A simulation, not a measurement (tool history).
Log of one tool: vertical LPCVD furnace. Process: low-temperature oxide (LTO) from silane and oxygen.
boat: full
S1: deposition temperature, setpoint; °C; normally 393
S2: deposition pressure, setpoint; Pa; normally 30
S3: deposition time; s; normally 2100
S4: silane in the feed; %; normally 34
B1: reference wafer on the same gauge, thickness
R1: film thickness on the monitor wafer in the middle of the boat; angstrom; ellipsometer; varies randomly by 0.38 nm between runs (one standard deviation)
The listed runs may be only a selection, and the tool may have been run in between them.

{"run": 1, "hour": 0.0, "S1": 393, "S2": 30, "S3": 2100, "S4": 34, "B1": 226.02, "R1": 2616.4}
{"run": 2, "hour": 16.4, "S1": 393, "S2": 30, "S3": 2100, "S4": 34, "B1": 225.94, "R1": 2617.8}
{"run": 3, "hour": 49.0, "S1": 393, "S2": 30, "S3": 2100, "S4": 34, "B1": 225.86, "R1": 2620.3}
{"run": 4, "hour": 57.1, "S1": 393, "S2": 30, "S3": 2100, "S4": 34, "B1": 225.99, "R1": 2626.6}
{"run": 5, "hour": 74.3, "S1": 393, "S2": 30, "S3": 2100, "S4": 34, "B1": 225.93, "R1": 2624.4}
{"hour": 98.7, "done": "pressure gauge zeroed"}
{"run": 6, "hour": 99.2, "S1": 393, "S2": 30, "S3": 2100, "S4": 34, "B1": 226.05, "R1": 2628.4}
{"hour": 102.8, "done": "gauge calibrated"}
{"run": 7, "hour": 104.3, "S1": 393, "S2": 30, "S3": 2100, "S4": 34, "B1": 226.12, "R1": 2624.4}
{"run": 8, "hour": 117.4, "S1": 393, "S2": 30, "S3": 2100, "S4": 34, "B1": 226.05, "R1": 2625.6}
{"run": 9, "hour": 131.6, "S1": 399, "S2": 36.7, "S3": 2550, "S4": 39, "B1": 225.96, "R1": 4977}
{"hour": 157.6, "done": "thermocouples replaced and temperature profile calibrated"}
{"run": 10, "hour": 158.1, "S1": 393, "S2": 30, "S3": 2100, "S4": 34, "B1": 225.98, "R1": 2539.1}
{"run": 11, "hour": 163.1, "S1": 389, "S2": 30, "S3": 2100, "S4": 37, "B1": 225.88, "R1": 2712.2}
{"hour": 191.3, "done": "silane flow controller replaced"}
{"run": 12, "hour": 191.8, "S1": 393, "S2": 30, "S3": 2100, "S4": 34, "B1": 225.96, "R1": 2527.3}
{"run": 13, "hour": 223.2, "S1": 389, "S2": 30, "S3": 2100, "S4": 34, "B1": 225.99, "R1": 2409.6}
{"run": 14, "hour": 243.2, "S1": 382, "S2": 30, "S3": 2100, "S4": 40, "B1": 226.1, "R1": 2751.7}
{"run": 15, "hour": 255.5, "S1": 393, "S2": 30, "S3": 2100, "S4": 34, "B1": 226.03, "R1": 2532.8}
{"run": 16, "hour": 275.1, "S1": 393, "S2": 30, "S3": 1500, "S4": 31, "B1": 225.98, "R1": 1586.6}
{"run": 17, "hour": 293.2, "S1": 404, "S2": 24, "S3": 1770, "S4": 38, "B1": 225.86, "R1": 2241.8}

Subtracting, for every run, the result it would have given without the tool's unlogged condition from the measured result gives the following. The same run-to-run variation enters both numbers; the gauge's scatter may not:
Hidden state at play: true tube temperature minus thermocouple reading, K; true pressure minus gauge reading, mTorr; deviation of the silane flow from its setpoint, %; gauge reads high (%).
run=1 R1=+91
run=2 R1=+92.4
run=3 R1=+95.1
run=4 R1=+96.1
run=5 R1=+97.5
run=6 R1=+99.7
run=7 R1=+100
run=8 R1=+101.2
run=9 R1=+182.7
run=10 R1=+5.8
run=11 R1=+6.2
run=12 R1=+5.8
run=13 R1=+5.7
run=14 R1=+6.4
run=15 R1=+6
run=16 R1=+3.9
run=17 R1=+5.1
